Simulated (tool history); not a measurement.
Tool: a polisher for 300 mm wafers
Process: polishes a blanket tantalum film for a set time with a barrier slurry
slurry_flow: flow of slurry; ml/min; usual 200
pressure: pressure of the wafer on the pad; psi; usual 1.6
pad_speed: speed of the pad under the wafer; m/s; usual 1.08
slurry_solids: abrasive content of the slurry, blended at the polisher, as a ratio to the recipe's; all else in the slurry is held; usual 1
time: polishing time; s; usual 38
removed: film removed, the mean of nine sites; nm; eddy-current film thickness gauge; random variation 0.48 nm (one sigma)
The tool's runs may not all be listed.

run,hour,slurry_flow,pressure,pad_speed,slurry_solids,time,"incoming thickness of the incoming film, nm",removed
1,0,175,1.6,1.08,1,38,281,58.4
# hour 9.6: slurry blender recalibrated
# hour 28.8: worn pad replaced by a new one
2,46.1,175,1.6,1.08,1,38,278,59.3
3,119.5,200,1.6,1.08,1,38,281.3,59.1
# hour 186.9: slurry nozzle cleaned
4,207.1,200,1.6,1.08,1,38,277.5,59.3
5,303.8,200,1.6,1.08,1,38,280.5,58.9
# hour 379.5: worn pad replaced by a new one
# hour 390.3: slurry blender recalibrated
6,399.7,200,1.6,1.08,1,38,277.4,59.6
7,468.8,250,1.6,1.08,1,38,275.1,61
8,518.5,250,1.6,1.08,1,38,279.3,59.7
# hour 579.7: slurry nozzle cleaned
9,618.3,250,1.6,1.08,1,38,281.9,60.6
# hour 661.2: head pressure recalibrated
10,717.4,220,1.6,1.08,1,41,286.2,64.8
# hour 734.7: slurry blender recalibrated
# hour 777.9: worn pad replaced by a new one
11,824.4,220,1.6,1.08,1,41,279.1,64.5
12,867.1,160,1.6,1.08,1,38,279.3,57.7
# hour 903.3: slurry nozzle cleaned
13,937.5,250,1.6,1.08,1,38,281.1,61
14,1012.6,180,1.6,1.42,1,43,281.2,88
15,1103.6,200,1.4,1.24,0.7,38,275.2,55.2
# hour 1112.8: slurry blender recalibrated
# hour 1124.7: worn pad replaced by a new one
16,1144.3,200,1.6,1.44,1,49,278.3,103.8
17,1250.8,200,1.6,0.78,1,38,281.8,42.8

Forecast run 18:
# hour 1290.6: slurry nozzle cleaned
18,1306.8,200,1.6,1.08,1,31,284.6,?

Run 18 gave removed 48 nm.
Without the tool's hidden state the same run would have given removed 48 nm.
